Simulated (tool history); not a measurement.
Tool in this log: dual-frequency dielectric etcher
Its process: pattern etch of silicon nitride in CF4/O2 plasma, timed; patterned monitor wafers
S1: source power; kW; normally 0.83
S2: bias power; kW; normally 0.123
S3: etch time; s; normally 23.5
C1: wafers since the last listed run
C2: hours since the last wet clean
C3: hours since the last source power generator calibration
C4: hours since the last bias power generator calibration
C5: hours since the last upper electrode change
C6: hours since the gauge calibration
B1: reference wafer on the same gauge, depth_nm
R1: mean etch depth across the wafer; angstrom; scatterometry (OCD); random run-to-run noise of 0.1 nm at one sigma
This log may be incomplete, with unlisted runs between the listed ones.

Run 1, day 0: usual settings but S1 0.77 kW, S2 0.107 kW; C1 0; C2 533.4; C3 2886.1; C4 3688.6; C5 5936.9; C6 107.6; B1 77. Result: R1 641 angstrom.
At day 1.329: wet clean of the chamber.
Run 2, day 1.35: usual settings but S1 0.77 kW, S2 0.107 kW; C1 86; C2 0.5; C3 2918.5; C4 3721; C5 5969.3; C6 140; B1 77. Result: R1 634 angstrom.
Run 3, day 1.362: usual settings; C1 3; C2 0.8; C3 2918.8; C4 3721.3; C5 5969.6; C6 140.3; B1 77. Result: R1 715 angstrom.
Run 4, day 1.592: usual settings; C1 56; C2 6.3; C3 2924.3; C4 3726.8; C5 5975.1; C6 145.8; B1 77.1. Result: R1 718 angstrom.
At day 2.042: bias power generator calibrated.
Run 5, day 2.062: usual settings; C1 75; C2 17.6; C3 2935.6; C4 0.5; C5 5986.4; C6 157.1; B1 77. Result: R1 716 angstrom.
Run 6, day 2.633: usual settings; C1 140; C2 31.3; C3 2949.3; C4 14.2; C5 6000.1; C6 170.8; B1 77. Result: R1 719 angstrom.
Run 7, day 3.271: usual settings; C1 157; C2 46.6; C3 2964.6; C4 29.5; C5 6015.4; C6 186.1; B1 77. Result: R1 719 angstrom.
Run 8, day 3.612: usual settings but S3 22 s; C1 84; C2 54.8; C3 2972.8; C4 37.7; C5 6023.6; C6 194.3; B1 77. Result: R1 673 angstrom.
Run 9, day 4.008: usual settings; C1 97; C2 64.3; C3 2982.3; C4 47.2; C5 6033.1; C6 203.8; B1 77. Result: R1 720 angstrom.
At day 5.525: upper electrode replaced.
Run 10, day 5.546: usual settings; C1 132; C2 101.2; C3 3019.2; C4 84.1; C5 0.5; C6 240.7; B1 77. Result: R1 719 angstrom.
Run 11, day 5.558: usual settings but S3 21.5 s; C1 3; C2 101.5; C3 3019.5; C4 84.4; C5 0.8; C6 241; B1 77. Result: R1 659 angstrom.
Run 12, day 5.571: usual settings but S1 1.01 kW, S3 20.5 s; C1 3; C2 101.8; C3 3019.8; C4 84.7; C5 1.1; C6 241.3; B1 77. Result: R1 771 angstrom.
Run 13, day 5.938: usual settings but S1 0.97 kW, S2 0.146 kW, S3 30 s; C1 90; C2 110.6; C3 3028.6; C4 93.5; C5 9.9; C6 250.1; B1 77. Result: R1 1148 angstrom.
Run 14, day 6.312: usual settings but S1 0.77 kW, S2 0.141 kW, S3 19.5 s; C1 92; C2 119.6; C3 3037.6; C4 102.5; C5 18.9; C6 259.1; B1 77. Result: R1 577 angstrom.
Run 15, day 6.988: usual settings but S3 22 s; C1 166; C2 135.8; C3 3053.8; C4 118.7; C5 35.1; C6 275.3; B1 77. Result: R1 675 angstrom.
Run 16, day 7.646: usual settings but S1 0.66 kW, S2 0.093 kW, S3 30 s; C1 162; C2 151.6; C3 3069.6; C4 134.5; C5 50.9; C6 291.1; B1 77. Result: R1 655 angstrom.
Run 17, day 7.958: usual settings; C1 77; C2 159.1; C3 3077.1; C4 142; C5 58.4; C6 298.6; B1 77. Result: R1 721 angstrom.
Run 18, day 8.312: usual settings but S1 0.67 kW, S2 0.151 kW, S3 26 s; C1 87; C2 167.6; C3 3085.6; C4 150.5; C5 66.9; C6 307.1; B1 77. Result: R1 677 angstrom.
Run 19, day 8.95: usual settings but S1 1.03 kW, S3 19 s; C1 157; C2 182.9; C3 3100.9; C4 165.8; C5 82.2; C6 322.4; B1 77. Result: R1 730 angstrom.
At day 9.633: source power generator calibrated.
Run 20, day 9.654: usual settings but S1 1.02 kW, S2 0.132 kW, S3 18 s; C1 132; C2 199.8; C3 0.5; C4 182.7; C5 99.1; C6 339.3; B1 77. Result: R1 668 angstrom.
Run 21, day 10.204: usual settings; C1 135; C2 213; C3 13.7; C4 195.9; C5 112.3; C6 352.5; B1 77. Result: R1 690 angstrom.
At day 10.233: gauge calibrated.
Run 22, day 10.858: usual settings; C1 161; C2 228.7; C3 29.4; C4 211.6; C5 128; C6 15; B1 77. Result: R1 690 angstrom.
Run 23, day 11.233: usual settings but S1 0.73 kW, S3 21 s; C1 92; C2 237.7; C3 38.4; C4 220.6; C5 137; C6 24; B1 77. Result: R1 537 angstrom.
Run 24, day 11.65: usual settings but S1 0.89 kW, S2 0.146 kW; C1 102; C2 247.7; C3 48.4; C4 230.6; C5 147; C6 34; B1 76.9. Result: R1 787 angstrom.
Run 25, day 12.138: usual settings but S1 1.03 kW, S3 19 s; C1 120; C2 259.4; C3 60.1; C4 242.3; C5 158.7; C6 45.7; B1 77. Result: R1 698 angstrom.
Run 26, day 12.433: usual settings but S1 0.95 kW, S3 21.5 s; C1 73; C2 266.5; C3 67.2; C4 249.4; C5 165.8; C6 52.8; B1 77. Result: R1 726 angstrom.
Run 27, day 12.696: usual settings but S3 29.5 s; C1 64; C2 272.8; C3 73.5; C4 255.7; C5 172.1; C6 59.1; B1 77. Result: R1 868 angstrom.
Run 28, day 12.954: usual settings but S3 20.5 s; C1 63; C2 279; C3 79.7; C4 261.9; C5 178.3; C6 65.3; B1 77. Result: R1 605 angstrom.
Run 29, day 13.388: usual settings but S1 0.69 kW, S2 0.133 kW, S3 29.5 s; C1 106; C2 289.4; C3 90.1; C4 272.3; C5 188.7; C6 75.7; B1 77. Result: R1 732 angstrom.
Run 30, day 13.883: usual settings but S1 0.73 kW, S2 0.146 kW, S3 20.5 s; C1 122; C2 301.3; C3 102; C4 284.2; C5 200.6; C6 87.6; B1 77. Result: R1 559 angstrom.

Per-run results on a tool with no hidden state, each run keeping its own random variation:
Unlogged tool condition in this case: etch rate over this chamber's usual, %; source power that arrives over what is set, %; bias power that arrives over what is set, %; gauge reads high (%).
run    R1
  1   600
  2   601
  3   678
  4   681
  5   679
  6   681
  7   681
  8   638
  9   681
 10   680
 11   623
 12   729
 13  1086
 14   545
 15   638
 16   618
 17   681
 18   640
 19   689
 20   661
 21   682
 22   681
 23   530
 24   776
 25   688
 26   715
 27   854
 28   595
 29   719
 30   549
